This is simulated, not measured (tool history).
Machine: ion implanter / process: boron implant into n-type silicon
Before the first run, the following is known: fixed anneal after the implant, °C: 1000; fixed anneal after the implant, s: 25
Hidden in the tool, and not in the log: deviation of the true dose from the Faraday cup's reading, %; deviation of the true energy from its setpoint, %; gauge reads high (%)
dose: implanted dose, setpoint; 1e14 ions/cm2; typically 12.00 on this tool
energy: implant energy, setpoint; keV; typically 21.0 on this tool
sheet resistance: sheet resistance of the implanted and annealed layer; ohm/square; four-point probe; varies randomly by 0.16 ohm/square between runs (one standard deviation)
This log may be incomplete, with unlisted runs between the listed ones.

run,day,dose,energy,wafers since the last listed run,hours since the last dose calibration,hours since the extraction supply was calibrated,hours since the gauge calibration,"read-back reference wafer on the same gauge, sheet resistance",sheet resistance
1,0.000,14.40,21.0,0,1060.4,2581.3,112.3,112.00,93.69
2,1.492,14.40,21.0,704,1096.2,2617.1,148.1,112.01,93.66
3,2.471,12.00,21.0,462,1119.7,2640.6,171.6,112.02,106.37
4,3.708,12.00,21.0,584,1149.4,2670.3,201.3,112.03,106.06
5,4.433,12.00,21.0,342,1166.8,2687.7,218.7,111.99,106.24
# day 5.004: Faraday cup replaced and dose calibrated
6,5.721,12.00,21.0,450,17.2,2718.6,249.6,112.02,108.57
# day 6.912: extraction supply calibrated
7,6.933,12.00,21.0,414,46.3,0.5,278.7,111.98,108.49
8,8.258,12.00,25.0,625,78.1,32.3,310.5,111.98,106.52
# day 8.825: gauge calibrated
9,9.350,14.97,16.5,515,104.3,58.5,12.6,112.00,97.26
10,10.021,13.23,26.0,316,120.4,74.6,28.7,112.02,98.32

Estimate the outcome of run 11 from the log above:
11,10.625,10.81,23.5,285,134.9,89.1,43.2,?,?

{"run 11": {"read-back reference wafer on the same gauge, sheet resistance": 112.01, "sheet resistance": 115.92}}
Take away the tool's hidden state, keep the run-to-run variation as it was, and the same run would have given sheet resistance 116.16 ohm/square.
